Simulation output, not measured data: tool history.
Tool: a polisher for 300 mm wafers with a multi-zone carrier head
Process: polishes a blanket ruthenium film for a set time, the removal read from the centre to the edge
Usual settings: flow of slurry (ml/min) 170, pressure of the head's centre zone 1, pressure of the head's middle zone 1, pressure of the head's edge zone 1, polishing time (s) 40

run,hour,flow of slurry (ml/min),pressure of the head's centre zone,pressure of the head's middle zone,pressure of the head's edge zone,polishing time (s),wafers since the last listed run,wafers polished on this pad,hours since the slurry nozzle was cleaned,hours since the centre zone pressure was calibrated,hours since the edge zone pressure was calibrated,hours since the carrier head's membrane was replaced,"incoming thickness of the incoming film, nm",film removed at the wafer's centre (Å),film removed at mid-radius (Å),film removed at the wafer's edge (Å)
1,0,170,1,1,1,40,0,984,320.5,7.3,816.6,1796.2,346.5,345,344,347
2,19.6,170,1,1,1,40,206,1191,340.1,26.9,836.2,1815.8,351.8,341,345,350
3,120.4,130,1,1,1,40,1061,2252,440.9,127.7,937,1916.6,347.1,306,310,324
4,139.6,170,0.89,0.94,1.09,40,202,2455,460.1,146.9,956.2,1935.8,351.8,295,319,356
# hour 145.9: worn pad replaced by a new one
# hour 167: carrier head's membrane replaced by a new one
5,167.5,170,1,1,1,35,199,174,488,174.8,984.1,0.5,345.9,294,296,304
# hour 185.3: edge zone pressure recalibrated
6,187.8,170,1,1,1,40,192,367,508.3,195.1,2.5,20.8,351.4,333,344,350
# hour 196: slurry nozzle cleaned
7,222.7,170,0.94,1,1,40,357,724,26.7,230,37.4,55.7,348.8,330,357,360
8,253.1,190,0.92,1,1,29,320,1044,57.1,260.4,67.8,86.1,352.3,238,266,263
9,359.9,170,1,1.07,1,40,1124,2169,163.9,367.2,174.6,192.9,346.2,337,368,347
# hour 387.7: worn pad replaced by a new one
10,391,195,1,1.04,0.91,40,285,34,195,398.3,205.7,224,349.3,346,365,339
11,425.7,210,0.93,1.08,1.03,40,365,399,229.7,433,240.4,258.7,349.1,322,382,362
12,460.4,170,0.89,1,1,40,365,765,264.4,467.7,275.1,293.4,352.2,290,340,345
13,478.7,170,1,1.03,1,40,192,958,282.7,486,293.4,311.7,348.7,326,351,344
14,496.5,205,1,1,1,40,187,1145,300.5,503.8,311.2,329.5,351.5,340,354,354
15,531.8,170,1,1,1,40,371,1517,335.8,539.1,346.5,364.8,345.7,324,342,343
16,555.3,145,1.06,1.1,1,40,247,1764,359.3,562.6,370,388.3,346.8,320,349,329
17,599.9,170,1,1.03,1,40,469,2234,403.9,607.2,414.6,432.9,351.1,317,341,346
18,624.8,215,1,1,0.95,40,262,2496,428.8,632.1,439.5,457.8,350.2,340,349,350
19,637.6,170,1,1,0.91,40,134,2631,441.6,644.9,452.3,470.6,346.8,312,336,331
# hour 649.4: worn pad replaced by a new one
20,659.5,170,1,0.95,0.88,28,188,106,463.5,666.8,474.2,492.5,350.4,217,225,225
21,682.8,170,0.92,0.93,1,40,245,352,486.8,690.1,497.5,515.8,346.5,285,316,340

Forecast each of these 5 alternatives for the next run:
A,683.2,170,1,1,1,40,4,356,487.2,690.5,497.9,516.2,349,?,?,?
B,683.2,170,1,1,0.9,40,4,356,487.2,690.5,497.9,516.2,349,?,?,?
C,683.2,225,1,1,1,33,4,356,487.2,690.5,497.9,516.2,349,?,?,?
D,683.2,170,0.97,1,1,40,4,356,487.2,690.5,497.9,516.2,349,?,?,?
E,683.2,170,1,1,1.1,40,4,356,487.2,690.5,497.9,516.2,349,?,?,?

run,film removed at the wafer's centre (Å),film removed at mid-radius (Å),film removed at the wafer's edge (Å)
A,313,333,342
B,313,333,325
C,278,293,296
D,304,333,342
E,313,333,359
Without the tool's hidden state the same runs would have given:
run,film removed at the wafer's centre (Å),film removed at mid-radius (Å),film removed at the wafer's edge (Å)
A,369,363,364
B,369,363,346
C,320,313,310
D,358,363,364
E,369,363,382
